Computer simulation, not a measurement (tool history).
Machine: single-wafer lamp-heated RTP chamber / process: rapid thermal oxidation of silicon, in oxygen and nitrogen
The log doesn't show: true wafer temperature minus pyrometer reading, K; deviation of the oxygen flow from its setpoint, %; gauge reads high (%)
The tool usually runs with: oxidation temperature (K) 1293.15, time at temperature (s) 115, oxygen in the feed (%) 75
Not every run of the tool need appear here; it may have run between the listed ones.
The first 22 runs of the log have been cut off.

run	hour	oxidation temperature (K)	time at temperature (s)	oxygen in the feed (%)	wafers since the last listed run	wafers since the last pyrometer calibration	hours since the oxygen flow controller was replaced	hours since the gauge calibration	read-back reference wafer on the same gauge, thickness	oxide thickness on the monitor wafer (nm)
23	787.5	1293.15	115	75	330	3402	370.8	51.8	7.591	7.65
24	803.3	1322.15	84	75	147	3549	386.6	67.6	7.585	8.159
25	825.9	1314.15	152	98	210	3760	409.2	90.2	7.587	11.179
26	843.1	1282.15	65	75	160	3920	426.4	107.4	7.59	5.497
27	865.6	1269.15	58	75	209	4129	448.9	129.9	7.591	4.765
28	886.7	1308.15	115	75	196	4326	470	151	7.59	8.544
29	906	1293.15	86	75	179	4505	489.3	170.3	7.59	6.746
# hour 914.3: pyrometer window cleaned and pyrometer calibrated
30	948.7	1285.15	68	97	322	320	532	213	7.593	6.164
31	964.3	1304.15	162	48	145	465	547.6	228.6	7.592	8.185
32	994	1271.15	157	53	276	741	577.3	258.3	7.583	6.593
33	1007.5	1293.15	115	75	125	867	590.8	271.8	7.593	7.631
34	1021.3	1323.15	115	47	128	995	604.6	285.6	7.597	7.938

What will run 35 give?
35	1036.5	1285.15	92	83	141	1137	619.8	300.8	?	?

Run 35 measured read-back reference wafer on the same gauge, thickness 7.591, oxide thickness on the monitor wafer (nm) 6.731.
Had the tool carried no hidden state, the very same run would have given oxide thickness on the monitor wafer (nm) 6.651.

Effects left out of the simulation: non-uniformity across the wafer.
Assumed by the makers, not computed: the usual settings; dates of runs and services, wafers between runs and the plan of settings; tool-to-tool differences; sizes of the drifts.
